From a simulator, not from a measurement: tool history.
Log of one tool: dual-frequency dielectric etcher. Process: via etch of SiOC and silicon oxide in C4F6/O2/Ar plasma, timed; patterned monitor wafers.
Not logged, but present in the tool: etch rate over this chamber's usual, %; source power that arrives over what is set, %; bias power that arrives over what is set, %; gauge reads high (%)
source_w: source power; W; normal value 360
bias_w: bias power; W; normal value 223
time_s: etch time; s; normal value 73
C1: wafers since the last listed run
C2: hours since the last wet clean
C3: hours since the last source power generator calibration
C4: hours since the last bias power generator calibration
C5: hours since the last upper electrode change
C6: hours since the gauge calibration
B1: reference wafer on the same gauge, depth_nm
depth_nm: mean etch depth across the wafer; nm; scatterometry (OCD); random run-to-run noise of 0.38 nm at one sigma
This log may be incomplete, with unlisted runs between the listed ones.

Run 1, hour 0: usual settings but source_w 400 W, time_s 88 s; C1 0; C2 135.7; C3 2504.1; C4 2942.6; C5 4924.9; C6 213.7; B1 91. Result: depth_nm 109.4 nm.
Run 2, hour 31.4: usual settings but source_w 310 W; C1 373; C2 167.1; C3 2535.5; C4 2974; C5 4956.3; C6 245.1; B1 90.9. Result: depth_nm 80.9 nm.
Run 3, hour 67.2: usual settings but source_w 310 W; C1 426; C2 202.9; C3 2571.3; C4 3009.8; C5 4992.1; C6 280.9; B1 91. Result: depth_nm 81 nm.
Run 4, hour 83.7: usual settings but source_w 320 W; C1 196; C2 219.4; C3 2587.8; C4 3026.3; C5 5008.6; C6 297.4; B1 90.9. Result: depth_nm 81.5 nm.
Run 5, hour 106.4: usual settings but source_w 320 W; C1 270; C2 242.1; C3 2610.5; C4 3049; C5 5031.3; C6 320.1; B1 91. Result: depth_nm 81.8 nm.
At hour 127.6: source power generator calibrated.
Run 6, hour 128.1: usual settings but bias_w 208 W; C1 210; C2 263.8; C3 0.5; C4 3070.7; C5 5053; C6 341.8; B1 91. Result: depth_nm 82.8 nm.
At hour 136.3: bias power generator calibrated.
Run 7, hour 148.1: usual settings but time_s 66 s; C1 190; C2 283.8; C3 20.5; C4 11.8; C5 5073; C6 361.8; B1 91.1. Result: depth_nm 77 nm.
At hour 177.8: upper electrode replaced.
Run 8, hour 179: usual settings; C1 82; C2 314.7; C3 51.4; C4 42.7; C5 1.2; C6 392.7; B1 91.1. Result: depth_nm 86.1 nm.
Run 9, hour 191.1: usual settings; C1 143; C2 326.8; C3 63.5; C4 54.8; C5 13.3; C6 404.8; B1 90.9. Result: depth_nm 85.5 nm.
Run 10, hour 204: usual settings but time_s 57 s; C1 153; C2 339.7; C3 76.4; C4 67.7; C5 26.2; C6 417.7; B1 91. Result: depth_nm 67.4 nm.
At hour 213.8: gauge calibrated.
At hour 237.6: wet clean of the chamber.
Run 11, hour 238.1: usual settings but bias_w 272 W, time_s 60.5 s; C1 120; C2 0.5; C3 110.5; C4 101.8; C5 60.3; C6 24.3; B1 90.8. Result: depth_nm 79.1 nm.
Run 12, hour 256.7: usual settings but source_w 400 W, bias_w 190 W, time_s 52 s; C1 221; C2 19.1; C3 129.1; C4 120.4; C5 78.9; C6 42.9; B1 90.9. Result: depth_nm 60.7 nm.
Run 13, hour 291.1: usual settings but bias_w 201 W, time_s 63.5 s; C1 409; C2 53.5; C3 163.5; C4 154.8; C5 113.3; C6 77.3; B1 91.1. Result: depth_nm 72.3 nm.
Run 14, hour 306.7: usual settings but source_w 400 W; C1 185; C2 69.1; C3 179.1; C4 170.4; C5 128.9; C6 92.9; B1 91. Result: depth_nm 91 nm.
Run 15, hour 329.3: usual settings but time_s 57 s; C1 268; C2 91.7; C3 201.7; C4 193; C5 151.5; C6 115.5; B1 91. Result: depth_nm 67.5 nm.
Run 16, hour 353.5: usual settings but time_s 51 s; C1 287; C2 115.9; C3 225.9; C4 217.2; C5 175.7; C6 139.7; B1 90.8. Result: depth_nm 60.3 nm.
Run 17, hour 373.1: usual settings but source_w 280 W, bias_w 263 W, time_s 64.5 s; C1 233; C2 135.5; C3 245.5; C4 236.8; C5 195.3; C6 159.3; B1 90.9. Result: depth_nm 74.1 nm.

Each row is a separate what-if for the run after 17, all from the same tool condition, not one after another. Results?
Run A, hour 373.5: usual settings but bias_w 261 W; C1 4; C2 135.9; C3 245.9; C4 237.2; C5 195.7; C6 159.7; B1 ?. Result: depth_nm ?.
Run B, hour 373.5: usual settings but source_w 270 W, bias_w 240 W, time_s 56 s; C1 4; C2 135.9; C3 245.9; C4 237.2; C5 195.7; C6 159.7; B1 ?. Result: depth_nm ?.
Run C, hour 373.5: usual settings but source_w 320 W, time_s 81 s; C1 4; C2 135.9; C3 245.9; C4 237.2; C5 195.7; C6 159.7; B1 ?. Result: depth_nm ?.
Run D, hour 373.5: usual settings but source_w 420 W, bias_w 184 W, time_s 57 s; C1 4; C2 135.9; C3 245.9; C4 237.2; C5 195.7; C6 159.7; B1 ?. Result: depth_nm ?.
Run E, hour 373.5: usual settings but source_w 310 W, bias_w 183 W, time_s 83.5 s; C1 4; C2 135.9; C3 245.9; C4 237.2; C5 195.7; C6 159.7; B1 ?. Result: depth_nm ?.

run    B1  depth_nm
  A  90.9      92.9
  B  90.9      60.8
  C  90.9      91.5
  D  90.9      66.3
  E  90.9        85
With no hidden state in the tool, these same runs would have given:
run  depth_nm
  A      93.4
  B      61.1
  C        92
  D      66.6
  E      85.5
